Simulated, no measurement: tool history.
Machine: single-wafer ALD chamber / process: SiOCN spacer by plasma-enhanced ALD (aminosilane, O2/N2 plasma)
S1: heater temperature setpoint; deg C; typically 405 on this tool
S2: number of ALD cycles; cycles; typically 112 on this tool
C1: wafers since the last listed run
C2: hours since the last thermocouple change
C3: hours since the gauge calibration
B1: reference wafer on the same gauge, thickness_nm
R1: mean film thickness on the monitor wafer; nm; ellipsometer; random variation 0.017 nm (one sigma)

run   hour   S1   S2   C1      C2     C3     B1     R1
  1      0  405  112    0  1639.2  524.9  5.628  6.561
  2   35.8  405  112  117    1675  560.7  5.622  6.567
  3   54.5  405  121   61  1693.7  579.4  5.611  7.081
  4   88.2  405  121  110  1727.4  613.1  5.603  7.078
  5  110.1  405  121   72  1749.3    635  5.606  7.075
  6    126  405  112   52  1765.2  650.9  5.599  6.519
  7  149.7  405  112   78  1788.9  674.6  5.588  6.529
  8  162.8  405  129   43    1802  687.7  5.587  7.512
  9  178.7  405  129   52  1817.9  703.6  5.578  7.503
 10  204.3  405  129   84  1843.5  729.2  5.572  7.469
     220.7  -- thermocouple changed; heater temperature recalibrated
 11  221.2  405   97   29     0.5  746.1  5.571  5.644
     225.6  -- gauge calibrated
 12  237.7  405   97   54      17   12.1  5.665  5.732
 13  257.9  405   97   66    37.2   32.3  5.661  5.708
 14    271  414  112   43    50.3   45.4  5.666  6.436
 15  285.1  414  112   46    64.4   59.5   5.66  6.439
 16  312.3  416   93   89    91.6   86.7  5.663  5.334
 17  339.5  405   97   89   118.8  113.9  5.664  5.734
 18  352.3  415  119   42   131.6  126.7  5.656  6.817
 19  375.8  411  133   77   155.1  150.2  5.664   7.76
 20  406.5  398  104  101   185.8  180.9  5.656  6.199
 21  459.2  416  131  173   238.5  233.6  5.657  7.516
 22  473.6  414  134   47   252.9    248   5.65  7.715
 23  501.1  415   96   90   280.4  275.5  5.653  5.499
 24  520.9  405  112   65   300.2  295.3  5.656  6.606
 25  542.8  405  112   72   322.1  317.2  5.644  6.601
 26  562.2  405  125   63   341.5  336.6  5.644  7.344
 27  575.3  420   97   43   354.6  349.7  5.643  5.454
 28  605.1  417  121   98   384.4  379.5  5.633  6.883
 29  624.6  393  104   64   403.9    399  5.634  6.188
 30  650.6  391   95   85   429.9    425  5.628  5.678

Branching from run 30: 3 alternative next runs. What would each branch give?
  A  651.2  405  127   1  430.5  425.6   ?   ?
  B  651.2  417  112   1  430.5  425.6   ?   ?
  C  651.2  392  112   1  430.5  425.6   ?   ?

run     B1     R1
  A  5.624   7.46
  B  5.624  6.367
  C  5.624  6.679
Stripped of hidden state, with their random variation kept, the same runs would have yielded:
run     R1
  A  7.517
  B  6.416
  C   6.73

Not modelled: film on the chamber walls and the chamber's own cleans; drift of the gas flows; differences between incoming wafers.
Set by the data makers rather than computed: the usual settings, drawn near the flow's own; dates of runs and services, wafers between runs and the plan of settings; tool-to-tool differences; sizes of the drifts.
